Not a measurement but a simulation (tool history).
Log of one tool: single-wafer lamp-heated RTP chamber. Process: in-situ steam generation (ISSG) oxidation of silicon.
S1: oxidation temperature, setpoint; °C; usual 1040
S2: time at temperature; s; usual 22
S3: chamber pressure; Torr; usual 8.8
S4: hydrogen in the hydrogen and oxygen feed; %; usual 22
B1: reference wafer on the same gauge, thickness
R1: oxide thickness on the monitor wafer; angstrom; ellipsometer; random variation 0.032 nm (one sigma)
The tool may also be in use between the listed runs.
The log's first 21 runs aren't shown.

-- day=63.433 pyrometer window cleaned and pyrometer calibrated
run 22 day=65.092 | S1=1040 S2=22 S3=8 S4=22 | B1=7.472 | R1=71.35
run 23 day=66.996 | S1=1023 S2=22 S3=8.1 S4=22 | B1=7.483 | R1=65.82
run 24 day=70.667 | S1=1040 S2=22 S3=8.8 S4=22 | B1=7.477 | R1=71.3
run 25 day=74.275 | S1=1040 S2=22 S3=8.8 S4=29 | B1=7.475 | R1=75.95
run 26 day=77.812 | S1=1040 S2=16 S3=8 S4=30 | B1=7.473 | R1=66.2
run 27 day=79.838 | S1=1056 S2=26 S3=8.8 S4=22 | B1=7.481 | R1=84.76
run 28 day=81.438 | S1=1057 S2=22 S3=8.8 S4=16 | B1=7.48 | R1=72.97
run 29 day=85.162 | S1=1040 S2=19 S3=8.8 S4=22 | B1=7.455 | R1=66.93
run 30 day=88.904 | S1=1040 S2=18 S3=8.8 S4=22 | B1=7.487 | R1=64.17
run 31 day=92.879 | S1=1053 S2=22 S3=8.8 S4=22 | B1=7.473 | R1=76.3

Forecast each of these 4 alternatives for the next run:
run A day=92.896 | S1=1057 S2=22 S3=8.8 S4=22 | B1=? | R1=?
run B day=92.896 | S1=1026 S2=22 S3=8.1 S4=29 | B1=? | R1=?
run C day=92.896 | S1=1040 S2=22 S3=9.4 S4=22 | B1=? | R1=?
run D day=92.896 | S1=1040 S2=22 S3=8.1 S4=26 | B1=? | R1=?

run=A B1=7.459 R1=77.53
run=B B1=7.459 R1=70.75
run=C B1=7.459 R1=70.07
run=D B1=7.459 R1=73.89
Without the tool's hidden state the same runs would have given:
run=A R1=77.53
run=B R1=70.75
run=C R1=70.07
run=D R1=73.89
